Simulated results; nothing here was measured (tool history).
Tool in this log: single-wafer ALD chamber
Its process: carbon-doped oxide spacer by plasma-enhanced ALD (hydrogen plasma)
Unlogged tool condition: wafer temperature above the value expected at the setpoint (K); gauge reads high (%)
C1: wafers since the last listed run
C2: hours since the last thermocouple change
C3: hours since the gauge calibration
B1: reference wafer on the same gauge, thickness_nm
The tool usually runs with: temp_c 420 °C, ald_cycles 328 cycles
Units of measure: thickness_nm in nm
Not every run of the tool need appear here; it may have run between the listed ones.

run 1 day=0.000 | temp_c=413 ald_cycles=328 | C1=0 C2=515.1 C3=677.4 | B1=19.484 | thickness_nm=16.828
run 2 day=2.204 | temp_c=426 ald_cycles=328 | C1=64 C2=568.0 C3=730.3 | B1=19.507 | thickness_nm=16.223
run 3 day=5.967 | temp_c=426 ald_cycles=328 | C1=110 C2=658.3 C3=820.6 | B1=19.500 | thickness_nm=16.261
run 4 day=10.421 | temp_c=426 ald_cycles=328 | C1=130 C2=765.2 C3=927.5 | B1=19.497 | thickness_nm=16.271
run 5 day=12.725 | temp_c=420 ald_cycles=328 | C1=67 C2=820.5 C3=982.8 | B1=19.502 | thickness_nm=16.446
run 6 day=14.458 | temp_c=420 ald_cycles=328 | C1=50 C2=862.1 C3=1024.4 | B1=19.510 | thickness_nm=16.608
run 7 day=17.458 | temp_c=420 ald_cycles=328 | C1=87 C2=934.1 C3=1096.4 | B1=19.488 | thickness_nm=16.574
run 8 day=20.346 | temp_c=420 ald_cycles=328 | C1=84 C2=1003.4 C3=1165.7 | B1=19.505 | thickness_nm=16.618
run 9 day=22.133 | temp_c=415 ald_cycles=270 | C1=52 C2=1046.3 C3=1208.6 | B1=19.489 | thickness_nm=13.925
-- day=24.629 gauge calibrated
run 10 day=26.421 | temp_c=420 ald_cycles=328 | C1=125 C2=1149.2 C3=43.0 | B1=19.497 | thickness_nm=16.571
-- day=28.283 thermocouple changed; heater temperature recalibrated
run 11 day=29.088 | temp_c=425 ald_cycles=356 | C1=68 C2=19.3 C3=107.0 | B1=19.496 | thickness_nm=17.517
run 12 day=31.533 | temp_c=420 ald_cycles=328 | C1=71 C2=78.0 C3=165.7 | B1=19.503 | thickness_nm=16.418

What will run 13 give?
run 13 day=35.329 | temp_c=409 ald_cycles=392 | C1=111 C2=169.1 C3=256.8 | B1=? | thickness_nm=?

B1: 19.494
thickness_nm: 20.247 nm
Without the tool's hidden state the same run would have given thickness_nm 20.179 nm.
